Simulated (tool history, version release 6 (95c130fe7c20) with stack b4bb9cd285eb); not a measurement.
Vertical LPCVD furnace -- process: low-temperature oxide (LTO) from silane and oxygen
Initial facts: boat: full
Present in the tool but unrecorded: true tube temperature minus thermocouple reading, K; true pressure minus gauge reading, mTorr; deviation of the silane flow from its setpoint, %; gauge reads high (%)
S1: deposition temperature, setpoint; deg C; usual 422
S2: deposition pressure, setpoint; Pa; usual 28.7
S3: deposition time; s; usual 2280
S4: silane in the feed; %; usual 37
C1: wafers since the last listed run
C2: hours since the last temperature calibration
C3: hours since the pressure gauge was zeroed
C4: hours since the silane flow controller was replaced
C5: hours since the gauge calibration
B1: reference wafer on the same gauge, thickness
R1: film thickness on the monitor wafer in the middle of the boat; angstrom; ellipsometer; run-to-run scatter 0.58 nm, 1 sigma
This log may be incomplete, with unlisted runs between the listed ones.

run   hour   S1    S2    S3  S4   C1      C2      C3      C4     C5      B1      R1
  1    0.0  427  28.7  2280  37    0  1350.0  5570.3  2000.6   66.9  326.91  4202.0
  2   10.1  427  28.7  2280  37  160  1360.1  5580.4  2010.7   77.0  327.01  4209.2
  3   24.3  427  28.7  2280  37  225  1374.3  5594.6  2024.9   91.2  326.95  4201.5
  4   43.1  422  27.3  2280  37  298  1393.1  5613.4  2043.7  110.0  327.09  3816.4
  5   50.9  422  28.7  2280  37  124  1400.9  5621.2  2051.5  117.8  327.11  4000.6
      75.4  -- silane flow controller replaced
  6   75.9  422  28.7  2280  37   15  1425.9  5646.2     0.5  142.8  327.03  3835.2
      77.7  -- gauge calibrated
  7   80.5  422  28.7  2280  37   73  1430.5  5650.8     5.1    2.8  326.94  3836.7
  8  101.3  413  28.7  2970  37  330  1451.3  5671.6    25.9   23.6  326.99  4544.1
     128.9  -- pressure gauge zeroed
  9  129.4  422  32.0  2280  37   65  1479.4     0.5    54.0   51.7  327.13  4285.9
 10  134.0  427  28.7  2280  37   73  1484.0     5.1    58.6   56.3  327.16  4045.4
     162.7  -- thermocouples replaced and temperature profile calibrated
 11  163.2  413  28.7  2280  42   82     0.5    34.3    87.8   85.5  326.86  4040.2
 12  167.8  422  28.7  2280  32   73     5.1    38.9    92.4   90.1  327.10  3193.9
 13  175.9  422  28.7  2280  37  128    13.2    47.0   100.5   98.2  326.97  3839.0
     208.7  -- gauge calibrated
 14  224.2  422  28.7  2280  40  768    61.5    95.3   148.8   15.5  326.94  4225.2
 15  243.1  416  28.7  1980  31  300    80.4   114.2   167.7   34.4  327.26  2490.2

4 options for the next run, each taken on its own from the tool as it stands now. Forecast them:
  A  247.8  422  28.7  2280  37  74  85.1  118.9  172.4  39.1   ?   ?
  B  247.8  422  28.7  2280  41  74  85.1  118.9  172.4  39.1   ?   ?
  C  247.8  422  28.7  2280  33  74  85.1  118.9  172.4  39.1   ?   ?
  D  247.8  433  22.0  2910  34  74  85.1  118.9  172.4  39.1   ?   ?

run      B1      R1
  A  327.07  3851.7
  B  327.07  4333.3
  C  327.07  3331.3
  D  327.07  3804.4
What these runs would have given with no unlogged condition in the tool:
run      R1
  A  3846.8
  B  4328.6
  C  3326.4
  D  3799.1
